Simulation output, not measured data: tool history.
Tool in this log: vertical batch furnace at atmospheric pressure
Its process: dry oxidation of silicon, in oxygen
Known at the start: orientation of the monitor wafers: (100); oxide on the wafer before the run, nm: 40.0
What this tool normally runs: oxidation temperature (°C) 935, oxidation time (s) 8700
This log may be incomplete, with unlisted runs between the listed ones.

run	hour	oxidation temperature (°C)	oxidation time (s)	wafers since the last listed run	hours since the last temperature calibration	hours since the boat lift was adjusted	hours since the gauge calibration	read-back reference wafer on the same gauge, thickness	oxide thickness on the monitor wafer (Å)
1	0.0	935	8700	0	1857.1	1503.1	8.1	77.71	794.6
2	11.6	935	8700	71	1868.7	1514.7	19.7	77.71	796.1
3	38.7	935	8700	167	1895.8	1541.8	46.8	77.68	794.9
4	48.5	935	8700	60	1905.6	1551.6	56.6	77.68	798.6
5	66.2	935	8700	109	1923.3	1569.3	74.3	77.72	796.7
6	83.2	935	10710	104	1940.3	1586.3	91.3	77.69	874.9
7	96.0	935	8700	78	1953.1	1599.1	104.1	77.71	797.4
8	108.0	935	7320	73	1965.1	1611.1	116.1	77.72	740.8
9	132.9	935	7320	153	1990.0	1636.0	141.0	77.70	741.8
10	142.2	920	8700	57	1999.3	1645.3	150.3	77.73	724.7
11	152.6	920	8700	64	2009.7	1655.7	160.7	77.69	723.8
# hour 190.2: boat lift adjusted
# hour 210.9: thermocouples replaced and temperature profile calibrated
12	211.4	920	8700	86	0.5	21.2	219.5	77.70	717.3
13	217.8	935	8700	39	6.9	27.6	225.9	77.72	786.5
14	224.2	935	8700	39	13.3	34.0	232.3	77.69	785.1
15	231.9	935	8700	47	21.0	41.7	240.0	77.70	784.9
16	242.4	944	12630	64	31.5	52.2	250.5	77.70	990.4
17	257.3	920	8700	91	46.4	67.1	265.4	77.72	714.9
18	268.9	935	8700	71	58.0	78.7	277.0	77.70	785.5
19	289.3	947	10890	125	78.4	99.1	297.4	77.72	935.9
20	299.5	946	11850	62	88.6	109.3	307.6	77.70	967.9
21	314.4	921	6900	91	103.5	124.2	322.5	77.70	661.0
# hour 319.8: gauge calibrated
22	328.5	913	9840	86	117.6	138.3	8.7	77.74	720.3
23	341.9	949	6900	82	131.0	151.7	22.1	77.69	767.7
24	353.2	919	7200	69	142.3	163.0	33.4	77.70	662.7
25	362.9	954	8700	59	152.0	172.7	43.1	77.70	875.8
26	380.2	935	8700	106	169.3	190.0	60.4	77.72	785.2
27	436.3	935	8700	345	225.4	246.1	116.5	77.70	783.9
28	453.7	935	7320	107	242.8	263.5	133.9	77.68	731.7
29	467.2	948	12060	83	256.3	277.0	147.4	77.73	990.9
30	487.4	946	5850	124	276.5	297.2	167.6	77.70	707.3

Alternative continuations, all from the tool just after run 30; predict every row:
A	493.9	914	8700	40	283.0	303.7	174.1	?	?
B	493.9	955	10470	40	283.0	303.7	174.1	?	?
C	493.9	935	6840	40	283.0	303.7	174.1	?	?
D	493.9	945	6450	40	283.0	303.7	174.1	?	?

run	read-back reference wafer on the same gauge, thickness	oxide thickness on the monitor wafer (Å)
A	77.70	689.5
B	77.70	960.0
C	77.70	711.2
D	77.70	732.4
Had the tool no hidden state, the same runs would have come out as:
run	oxide thickness on the monitor wafer (Å)
A	690.4
B	961.2
C	712.0
D	733.2
